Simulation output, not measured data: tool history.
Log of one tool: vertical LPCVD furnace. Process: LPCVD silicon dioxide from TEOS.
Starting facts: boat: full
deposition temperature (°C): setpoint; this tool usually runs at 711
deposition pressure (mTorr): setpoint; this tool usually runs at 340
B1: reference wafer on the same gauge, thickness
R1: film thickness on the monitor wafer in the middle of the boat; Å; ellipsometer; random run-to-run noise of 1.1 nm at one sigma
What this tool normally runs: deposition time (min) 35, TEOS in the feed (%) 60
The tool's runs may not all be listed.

run 1 hour=0 | deposition_temperature_(°C)=711 deposition_pressure_(mTorr)=340 deposition_time_(min)=35 TEOS_in_the_feed_(%)=60 | B1=350.12 | R1=3443.5
run 2 hour=24.3 | deposition_temperature_(°C)=711 deposition_pressure_(mTorr)=340 deposition_time_(min)=35 TEOS_in_the_feed_(%)=53 | B1=350.09 | R1=3226.8
run 3 hour=39.6 | deposition_temperature_(°C)=711 deposition_pressure_(mTorr)=340 deposition_time_(min)=35 TEOS_in_the_feed_(%)=53 | B1=350.17 | R1=3241.5
run 4 hour=60.6 | deposition_temperature_(°C)=711 deposition_pressure_(mTorr)=340 deposition_time_(min)=35 TEOS_in_the_feed_(%)=60 | B1=349.65 | R1=3439
run 5 hour=83.5 | deposition_temperature_(°C)=704 deposition_pressure_(mTorr)=340 deposition_time_(min)=30.5 TEOS_in_the_feed_(%)=60 | B1=350.31 | R1=2559.2
run 6 hour=119.2 | deposition_temperature_(°C)=711 deposition_pressure_(mTorr)=340 deposition_time_(min)=35 TEOS_in_the_feed_(%)=60 | B1=350.05 | R1=3455.9
-- hour=132.5 gauge calibrated
run 7 hour=139.5 | deposition_temperature_(°C)=711 deposition_pressure_(mTorr)=340 deposition_time_(min)=35 TEOS_in_the_feed_(%)=60 | B1=349.91 | R1=3436.3
run 8 hour=163.1 | deposition_temperature_(°C)=711 deposition_pressure_(mTorr)=340 deposition_time_(min)=35 TEOS_in_the_feed_(%)=60 | B1=350.14 | R1=3429.8
run 9 hour=178.3 | deposition_temperature_(°C)=711 deposition_pressure_(mTorr)=340 deposition_time_(min)=35 TEOS_in_the_feed_(%)=60 | B1=350 | R1=3439.3
run 10 hour=192.8 | deposition_temperature_(°C)=711 deposition_pressure_(mTorr)=340 deposition_time_(min)=35 TEOS_in_the_feed_(%)=60 | B1=349.75 | R1=3447.6
run 11 hour=205.6 | deposition_temperature_(°C)=711 deposition_pressure_(mTorr)=340 deposition_time_(min)=35 TEOS_in_the_feed_(%)=60 | B1=350.03 | R1=3447.4
run 12 hour=228.1 | deposition_temperature_(°C)=711 deposition_pressure_(mTorr)=340 deposition_time_(min)=35 TEOS_in_the_feed_(%)=60 | B1=350.47 | R1=3449.1
run 13 hour=254.4 | deposition_temperature_(°C)=711 deposition_pressure_(mTorr)=340 deposition_time_(min)=35 TEOS_in_the_feed_(%)=60 | B1=349.88 | R1=3460.7
run 14 hour=271 | deposition_temperature_(°C)=711 deposition_pressure_(mTorr)=385 deposition_time_(min)=35 TEOS_in_the_feed_(%)=54 | B1=350.03 | R1=3490.4
run 15 hour=288.8 | deposition_temperature_(°C)=720 deposition_pressure_(mTorr)=265 deposition_time_(min)=48.5 TEOS_in_the_feed_(%)=64 | B1=350.15 | R1=5308.5
-- hour=322 thermocouples replaced and temperature profile calibrated
-- hour=342.4 TEOS flow controller replaced
run 16 hour=342.9 | deposition_temperature_(°C)=711 deposition_pressure_(mTorr)=280 deposition_time_(min)=35 TEOS_in_the_feed_(%)=60 | B1=350.33 | R1=2929.4
run 17 hour=348.1 | deposition_temperature_(°C)=711 deposition_pressure_(mTorr)=270 deposition_time_(min)=35 TEOS_in_the_feed_(%)=70 | B1=349.87 | R1=3101.6
run 18 hour=361.9 | deposition_temperature_(°C)=711 deposition_pressure_(mTorr)=340 deposition_time_(min)=35 TEOS_in_the_feed_(%)=60 | B1=349.7 | R1=3236.8
run 19 hour=384.9 | deposition_temperature_(°C)=701 deposition_pressure_(mTorr)=275 deposition_time_(min)=35 TEOS_in_the_feed_(%)=57 | B1=350.1 | R1=2254.7
run 20 hour=411.9 | deposition_temperature_(°C)=711 deposition_pressure_(mTorr)=340 deposition_time_(min)=35 TEOS_in_the_feed_(%)=60 | B1=350.3 | R1=3246.9
-- hour=415.2 gauge calibrated
-- hour=436 pressure gauge zeroed
run 21 hour=447.1 | deposition_temperature_(°C)=711 deposition_pressure_(mTorr)=365 deposition_time_(min)=35 TEOS_in_the_feed_(%)=60 | B1=349.88 | R1=3383.7
run 22 hour=466.8 | deposition_temperature_(°C)=718 deposition_pressure_(mTorr)=340 deposition_time_(min)=35 TEOS_in_the_feed_(%)=60 | B1=350.33 | R1=3806.2
run 23 hour=500.8 | deposition_temperature_(°C)=711 deposition_pressure_(mTorr)=340 deposition_time_(min)=35 TEOS_in_the_feed_(%)=60 | B1=350.2 | R1=3266.3
run 24 hour=518.3 | deposition_temperature_(°C)=711 deposition_pressure_(mTorr)=340 deposition_time_(min)=35 TEOS_in_the_feed_(%)=60 | B1=350.13 | R1=3283
run 25 hour=536.6 | deposition_temperature_(°C)=699 deposition_pressure_(mTorr)=405 deposition_time_(min)=35 TEOS_in_the_feed_(%)=49 | B1=350.11 | R1=2438.8
run 26 hour=559.2 | deposition_temperature_(°C)=714 deposition_pressure_(mTorr)=340 deposition_time_(min)=44.5 TEOS_in_the_feed_(%)=67 | B1=349.6 | R1=4732
run 27 hour=581.2 | deposition_temperature_(°C)=711 deposition_pressure_(mTorr)=340 deposition_time_(min)=35 TEOS_in_the_feed_(%)=60 | B1=349.52 | R1=3283.6

Here are 4 independent what-if runs from the current tool condition. What would each one return?
run A hour=586.5 | deposition_temperature_(°C)=711 deposition_pressure_(mTorr)=340 deposition_time_(min)=44 TEOS_in_the_feed_(%)=60 | B1=? | R1=?
run B hour=586.5 | deposition_temperature_(°C)=711 deposition_pressure_(mTorr)=270 deposition_time_(min)=30.5 TEOS_in_the_feed_(%)=68 | B1=? | R1=?
run C hour=586.5 | deposition_temperature_(°C)=718 deposition_pressure_(mTorr)=300 deposition_time_(min)=22.5 TEOS_in_the_feed_(%)=51 | B1=? | R1=?
run D hour=586.5 | deposition_temperature_(°C)=711 deposition_pressure_(mTorr)=340 deposition_time_(min)=35 TEOS_in_the_feed_(%)=68 | B1=? | R1=?

run=A B1=350.23 R1=4150
run=B B1=350.23 R1=2729.1
run=C B1=350.23 R1=2151.3
run=D B1=350.23 R1=3514.4
Without the tool's hidden state the same runs would have given:
run=A R1=3990.3
run=B R1=2624.1
run=C R1=2069.6
run=D R1=3379.1

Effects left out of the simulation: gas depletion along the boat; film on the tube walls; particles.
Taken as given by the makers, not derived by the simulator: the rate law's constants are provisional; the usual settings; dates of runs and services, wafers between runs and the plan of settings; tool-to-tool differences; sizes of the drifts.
